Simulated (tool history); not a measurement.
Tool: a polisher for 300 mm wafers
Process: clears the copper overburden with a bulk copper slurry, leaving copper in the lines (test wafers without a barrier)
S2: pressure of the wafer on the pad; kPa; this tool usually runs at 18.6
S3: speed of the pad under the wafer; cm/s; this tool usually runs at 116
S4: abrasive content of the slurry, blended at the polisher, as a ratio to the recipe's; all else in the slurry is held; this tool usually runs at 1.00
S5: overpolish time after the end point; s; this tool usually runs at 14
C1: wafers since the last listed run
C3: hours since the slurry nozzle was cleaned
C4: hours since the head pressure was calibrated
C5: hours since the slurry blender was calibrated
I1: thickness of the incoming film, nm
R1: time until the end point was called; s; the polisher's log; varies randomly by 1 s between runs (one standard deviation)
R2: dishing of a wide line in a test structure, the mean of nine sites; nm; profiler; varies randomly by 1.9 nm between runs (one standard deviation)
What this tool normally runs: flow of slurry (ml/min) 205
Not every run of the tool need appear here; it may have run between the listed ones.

Run 1, hour 0.0: usual settings; C1 0; wafers polished on this pad 411; C3 734.7; C4 745.2; C5 120.2; I1 676.5. Result: R1 55.6 s, R2 80.1 nm.
Run 2, hour 12.9: usual settings; C1 165; wafers polished on this pad 577; C3 747.6; C4 758.1; C5 133.1; I1 682.2. Result: R1 56.4 s, R2 76.8 nm.
Run 3, hour 28.4: usual settings but S2 15.2 kPa; C1 198; wafers polished on this pad 775; C3 763.1; C4 773.6; C5 148.6; I1 674.1. Result: R1 65.3 s, R2 71.0 nm.
Run 4, hour 42.6: usual settings; C1 181; wafers polished on this pad 957; C3 777.3; C4 787.8; C5 162.8; I1 684.7. Result: R1 56.3 s, R2 76.0 nm.
At hour 58.9: worn pad replaced by a new one.
Run 5, hour 59.4: usual settings; C1 163; wafers polished on this pad 6; C3 794.1; C4 804.6; C5 179.6; I1 683.7. Result: R1 53.8 s, R2 77.2 nm.
Run 6, hour 64.5: usual settings; C1 65; wafers polished on this pad 71; C3 799.2; C4 809.7; C5 184.7; I1 689.2. Result: R1 57.2 s, R2 77.5 nm.
Run 7, hour 75.3: usual settings; C1 138; wafers polished on this pad 210; C3 810.0; C4 820.5; C5 195.5; I1 671.6. Result: R1 54.7 s, R2 78.5 nm.
Run 8, hour 82.3: usual settings; C1 89; wafers polished on this pad 299; C3 817.0; C4 827.5; C5 202.5; I1 684.9. Result: R1 56.7 s, R2 78.8 nm.
Run 9, hour 92.8: usual settings; C1 134; wafers polished on this pad 434; C3 827.5; C4 838.0; C5 213.0; I1 673.9. Result: R1 57.2 s, R2 79.8 nm.
Run 10, hour 108.0: usual settings but flow of slurry (ml/min) 225; C1 194; wafers polished on this pad 628; C3 842.7; C4 853.2; C5 228.2; I1 684.3. Result: R1 54.7 s, R2 81.2 nm.
Run 11, hour 120.5: usual settings; C1 159; wafers polished on this pad 788; C3 855.2; C4 865.7; C5 240.7; I1 691.2. Result: R1 57.4 s, R2 77.4 nm.
Run 12, hour 127.0: usual settings but flow of slurry (ml/min) 235, S5 21 s; C1 83; wafers polished on this pad 871; C3 861.7; C4 872.2; C5 247.2; I1 678.1. Result: R1 54.4 s, R2 93.2 nm.
Run 13, hour 136.8: usual settings; C1 125; wafers polished on this pad 997; C3 871.5; C4 882.0; C5 257.0; I1 686.3. Result: R1 57.0 s, R2 79.5 nm.
At hour 146.5: head pressure recalibrated.
Run 14, hour 147.0: usual settings; C1 104; wafers polished on this pad 1102; C3 881.7; C4 0.5; C5 267.2; I1 684.7. Result: R1 56.0 s, R2 78.2 nm.
At hour 152.8: slurry nozzle cleaned.
Run 15, hour 153.6: usual settings but S2 23.4 kPa, S3 146 cm/s, S5 11 s; C1 71; wafers polished on this pad 1174; C3 0.8; C4 7.1; C5 273.8; I1 676.4. Result: R1 37.2 s, R2 90.1 nm.
At hour 166.5: worn pad replaced by a new one.
Run 16, hour 168.4: usual settings; C1 138; wafers polished on this pad 23; C3 15.6; C4 21.9; C5 288.6; I1 673.7. Result: R1 55.0 s, R2 78.3 nm.
Run 17, hour 178.0: usual settings; C1 122; wafers polished on this pad 146; C3 25.2; C4 31.5; C5 298.2; I1 673.4. Result: R1 55.9 s, R2 74.2 nm.
Run 18, hour 195.3: usual settings but S4 1.25; C1 221; wafers polished on this pad 368; C3 42.5; C4 48.8; C5 315.5; I1 682.0. Result: R1 53.9 s, R2 80.9 nm.
At hour 202.6: slurry blender recalibrated.
Run 19, hour 209.8: usual settings but S2 15.9 kPa, S3 144 cm/s; C1 159; wafers polished on this pad 528; C3 57.0; C4 63.3; C5 7.2; I1 674.9. Result: R1 54.8 s, R2 77.7 nm.
Run 20, hour 221.5: usual settings but S2 24.8 kPa, S3 104 cm/s, S4 1.20; C1 149; wafers polished on this pad 677; C3 68.7; C4 75.0; C5 18.9; I1 693.2. Result: R1 46.9 s, R2 98.2 nm.
Run 21, hour 232.0: usual settings but S4 1.15; C1 134; wafers polished on this pad 812; C3 79.2; C4 85.5; C5 29.4; I1 672.8. Result: R1 52.5 s, R2 81.8 nm.
Run 22, hour 249.6: usual settings but S2 24.8 kPa; C1 225; wafers polished on this pad 1037; C3 96.8; C4 103.1; C5 47.0; I1 679.9. Result: R1 41.5 s, R2 93.5 nm.
Run 23, hour 262.3: usual settings but S4 1.25, S5 20 s; C1 162; wafers polished on this pad 1200; C3 109.5; C4 115.8; C5 59.7; I1 675.8. Result: R1 50.7 s, R2 97.7 nm.
At hour 276.2: worn pad replaced by a new one.
Run 24, hour 277.2: usual settings but S3 92 cm/s, S5 7 s; C1 139; wafers polished on this pad 12; C3 124.4; C4 130.7; C5 74.6; I1 685.7. Result: R1 66.0 s, R2 43.4 nm.
Run 25, hour 292.1: usual settings but S4 0.85; C1 190; wafers polished on this pad 203; C3 139.3; C4 145.6; C5 89.5; I1 684.8. Result: R1 56.6 s, R2 76.4 nm.
Run 26, hour 309.5: usual settings but S3 82 cm/s; C1 222; wafers polished on this pad 426; C3 156.7; C4 163.0; C5 106.9; I1 667.5. Result: R1 71.2 s, R2 68.6 nm.
Run 27, hour 316.1: usual settings; C1 84; wafers polished on this pad 510; C3 163.3; C4 169.6; C5 113.5; I1 679.3. Result: R1 54.4 s, R2 75.6 nm.
Run 28, hour 331.4: usual settings but S2 13.1 kPa, S5 20 s; C1 195; wafers polished on this pad 706; C3 178.6; C4 184.9; C5 128.8; I1 669.7. Result: R1 74.4 s, R2 76.3 nm.
Run 29, hour 348.7: usual settings but S2 16.5 kPa, S5 20 s; C1 221; wafers polished on this pad 927; C3 195.9; C4 202.2; C5 146.1; I1 691.8. Result: R1 62.3 s, R2 85.0 nm.
At hour 361.6: worn pad replaced by a new one.
Run 30, hour 362.1: usual settings but S3 104 cm/s, S4 0.85; C1 120; wafers polished on this pad 6; C3 209.3; C4 215.6; C5 159.5; I1 676.2. Result: R1 62.6 s, R2 76.0 nm.

Alternative continuations, all from the tool just after run 30; predict every row:
Run A, hour 362.5: usual settings but S3 88 cm/s; C1 5; wafers polished on this pad 12; C3 209.7; C4 216.0; C5 159.9; I1 689.3. Result: R1 ?, R2 ?.
Run B, hour 362.5: usual settings but flow of slurry (ml/min) 160, S2 21.4 kPa; C1 5; wafers polished on this pad 12; C3 209.7; C4 216.0; C5 159.9; I1 689.3. Result: R1 ?, R2 ?.
Run C, hour 362.5: usual settings but flow of slurry (ml/min) 240, S5 18 s; C1 5; wafers polished on this pad 12; C3 209.7; C4 216.0; C5 159.9; I1 689.3. Result: R1 ?, R2 ?.

run    R1    R2
  A  69.4  70.2
  B  51.2  85.2
  C  55.3  89.8
Take away the tool's hidden state, keep each run's random variation, and the runs would have read:
run    R1    R2
  A  69.4  70.2
  B  51.2  85.2
  C  55.3  89.8

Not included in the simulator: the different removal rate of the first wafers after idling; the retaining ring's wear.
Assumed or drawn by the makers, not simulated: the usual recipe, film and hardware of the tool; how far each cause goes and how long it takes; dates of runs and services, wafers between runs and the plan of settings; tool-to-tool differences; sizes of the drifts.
